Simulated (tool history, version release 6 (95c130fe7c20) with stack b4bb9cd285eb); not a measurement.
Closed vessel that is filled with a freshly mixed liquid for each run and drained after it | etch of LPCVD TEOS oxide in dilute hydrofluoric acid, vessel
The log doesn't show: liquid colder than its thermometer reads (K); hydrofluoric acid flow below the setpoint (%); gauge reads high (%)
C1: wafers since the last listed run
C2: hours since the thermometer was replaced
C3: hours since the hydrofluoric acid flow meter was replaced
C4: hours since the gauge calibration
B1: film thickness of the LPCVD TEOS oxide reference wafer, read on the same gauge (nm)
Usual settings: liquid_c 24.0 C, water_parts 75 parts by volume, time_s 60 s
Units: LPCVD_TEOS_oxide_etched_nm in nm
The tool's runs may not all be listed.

Run 1, hour 0.0: usual settings; C1 0; C2 1803.8; C3 5.8; C4 303.4; B1 80.01. Result: LPCVD_TEOS_oxide_etched_nm 35.66 nm.
Run 2, hour 62.6: usual settings; C1 7408; C2 1866.4; C3 68.4; C4 366.0; B1 79.99. Result: LPCVD_TEOS_oxide_etched_nm 36.38 nm.
Run 3, hour 109.7: usual settings; C1 5574; C2 1913.5; C3 115.5; C4 413.1; B1 80.01. Result: LPCVD_TEOS_oxide_etched_nm 35.96 nm.
Run 4, hour 232.6: usual settings; C1 14544; C2 2036.4; C3 238.4; C4 536.0; B1 80.03. Result: LPCVD_TEOS_oxide_etched_nm 35.93 nm.
Run 5, hour 293.4: usual settings but water_parts 65 parts by volume, time_s 50 s; C1 7195; C2 2097.2; C3 299.2; C4 596.8; B1 80.02. Result: LPCVD_TEOS_oxide_etched_nm 34.22 nm.
Run 6, hour 324.4: usual settings but water_parts 65 parts by volume, time_s 50 s; C1 3668; C2 2128.2; C3 330.2; C4 627.8; B1 80.01. Result: LPCVD_TEOS_oxide_etched_nm 34.08 nm.
Run 7, hour 349.8: usual settings; C1 3005; C2 2153.6; C3 355.6; C4 653.2; B1 80.03. Result: LPCVD_TEOS_oxide_etched_nm 34.87 nm.
Run 8, hour 377.9: usual settings; C1 3325; C2 2181.7; C3 383.7; C4 681.3; B1 79.97. Result: LPCVD_TEOS_oxide_etched_nm 35.07 nm.
Run 9, hour 409.5: usual settings; C1 3739; C2 2213.3; C3 415.3; C4 712.9; B1 79.98. Result: LPCVD_TEOS_oxide_etched_nm 34.84 nm.
Run 10, hour 470.1: usual settings but water_parts 90 parts by volume, time_s 85 s; C1 7171; C2 2273.9; C3 475.9; C4 773.5; B1 79.96. Result: LPCVD_TEOS_oxide_etched_nm 40.33 nm.
Run 11, hour 521.3: usual settings but water_parts 90 parts by volume, time_s 85 s; C1 6059; C2 2325.1; C3 527.1; C4 824.7; B1 79.97. Result: LPCVD_TEOS_oxide_etched_nm 40.13 nm.
Run 12, hour 567.0: usual settings but water_parts 90 parts by volume, time_s 85 s; C1 5408; C2 2370.8; C3 572.8; C4 870.4; B1 80.00. Result: LPCVD_TEOS_oxide_etched_nm 39.64 nm.
Run 13, hour 602.8: usual settings but time_s 85 s; C1 4236; C2 2406.6; C3 608.6; C4 906.2; B1 80.01. Result: LPCVD_TEOS_oxide_etched_nm 48.21 nm.
Run 14, hour 650.5: usual settings but liquid_c 22.0 C; C1 5645; C2 2454.3; C3 656.3; C4 953.9; B1 80.01. Result: LPCVD_TEOS_oxide_etched_nm 31.12 nm.
Run 15, hour 684.5: usual settings but liquid_c 22.0 C; C1 4023; C2 2488.3; C3 690.3; C4 987.9; B1 80.00. Result: LPCVD_TEOS_oxide_etched_nm 31.33 nm.
Run 16, hour 734.4: usual settings but liquid_c 19.5 C; C1 5905; C2 2538.2; C3 740.2; C4 1037.8; B1 80.03. Result: LPCVD_TEOS_oxide_etched_nm 27.90 nm.
Run 17, hour 772.9: usual settings; C1 4556; C2 2576.7; C3 778.7; C4 1076.3; B1 79.99. Result: LPCVD_TEOS_oxide_etched_nm 33.24 nm.
Run 18, hour 809.8: usual settings; C1 4366; C2 2613.6; C3 815.6; C4 1113.2; B1 80.02. Result: LPCVD_TEOS_oxide_etched_nm 33.56 nm.
Run 19, hour 855.6: usual settings but liquid_c 22.0 C, water_parts 95 parts by volume, time_s 95 s; C1 5420; C2 2659.4; C3 861.4; C4 1159.0; B1 80.00. Result: LPCVD_TEOS_oxide_etched_nm 37.40 nm.
Run 20, hour 907.8: usual settings but liquid_c 19.5 C, water_parts 65 parts by volume, time_s 90 s; C1 6177; C2 2711.6; C3 913.6; C4 1211.2; B1 79.97. Result: LPCVD_TEOS_oxide_etched_nm 48.01 nm.
At hour 911.2: thermometer replaced.
Run 21, hour 951.1: usual settings but liquid_c 26.0 C; C1 5005; C2 39.9; C3 956.9; C4 1254.5; B1 80.01. Result: LPCVD_TEOS_oxide_etched_nm 38.96 nm.
Run 22, hour 999.0: usual settings but liquid_c 26.5 C, water_parts 90 parts by volume, time_s 90 s; C1 5668; C2 87.8; C3 1004.8; C4 1302.4; B1 79.99. Result: LPCVD_TEOS_oxide_etched_nm 48.98 nm.
Run 23, hour 1064.1: usual settings but liquid_c 22.5 C, water_parts 60 parts by volume; C1 7704; C2 152.9; C3 1069.9; C4 1367.5; B1 80.01. Result: LPCVD_TEOS_oxide_etched_nm 42.61 nm.
Run 24, hour 1120.9: usual settings but liquid_c 19.5 C, water_parts 100 parts by volume, time_s 50 s; C1 6721; C2 209.7; C3 1126.7; C4 1424.3; B1 80.00. Result: LPCVD_TEOS_oxide_etched_nm 17.83 nm.
At hour 1168.9: hydrofluoric acid flow meter replaced.
Run 25, hour 1172.4: usual settings but water_parts 40 parts by volume, time_s 95 s; C1 5976; C2 261.2; C3 3.5; C4 1475.8; B1 80.01. Result: LPCVD_TEOS_oxide_etched_nm 117.80 nm.
At hour 1199.9: gauge calibrated.
Run 26, hour 1229.2: usual settings but liquid_c 26.0 C, water_parts 95 parts by volume, time_s 80 s; C1 6721; C2 318.0; C3 60.3; C4 29.3; B1 80.00. Result: LPCVD_TEOS_oxide_etched_nm 41.89 nm.
Run 27, hour 1292.4: usual settings; C1 7479; C2 381.2; C3 123.5; C4 92.5; B1 80.04. Result: LPCVD_TEOS_oxide_etched_nm 37.37 nm.
Run 28, hour 1361.4: usual settings; C1 8165; C2 450.2; C3 192.5; C4 161.5; B1 79.95. Result: LPCVD_TEOS_oxide_etched_nm 37.49 nm.
Run 29, hour 1392.6: usual settings but liquid_c 26.5 C, water_parts 55 parts by volume, time_s 40 s; C1 3692; C2 481.4; C3 223.7; C4 192.7; B1 79.97. Result: LPCVD_TEOS_oxide_etched_nm 38.22 nm.
Run 30, hour 1463.3: usual settings but liquid_c 27.5 C, time_s 70 s; C1 8366; C2 552.1; C3 294.4; C4 263.4; B1 79.98. Result: LPCVD_TEOS_oxide_etched_nm 50.01 nm.
Run 31, hour 1642.7: usual settings; C1 21231; C2 731.5; C3 473.8; C4 442.8; B1 80.00. Result: LPCVD_TEOS_oxide_etched_nm 36.36 nm.
Run 32, hour 1708.2: usual settings but time_s 30 s; C1 7751; C2 797.0; C3 539.3; C4 508.3; B1 80.02. Result: LPCVD_TEOS_oxide_etched_nm 18.10 nm.

What the log doesn't show, run by run:
gauge reads high (%): 0 in every run
H1: liquid colder than its thermometer reads (K)
H2: hydrofluoric acid flow below the setpoint (%)
run     H1     H2
  1   1.57  0.142
  2   1.62  0.498
  3   1.66  0.765
  4   1.77   1.46
  5   1.82   1.81
  6   1.85   1.98
  7   1.87   2.13
  8   1.89   2.29
  9   1.92   2.47
 10   1.97   2.81
 11   2.01    3.1
 12   2.05   3.36
 13   2.09   3.57
 14   2.13   3.84
 15   2.16   4.03
 16    2.2   4.31
 17   2.23   4.53
 18   2.26   4.74
 19    2.3      5
 20   2.35    5.3
 21  0.157   5.54
 22  0.198   5.82
 23  0.254   6.19
 24  0.303   6.51
 25  0.348  0.148
 26  0.396  0.471
 27  0.451   0.83
 28   0.51   1.22
 29  0.537    1.4
 30  0.598    1.8
 31  0.753   2.82
 32  0.809   3.19
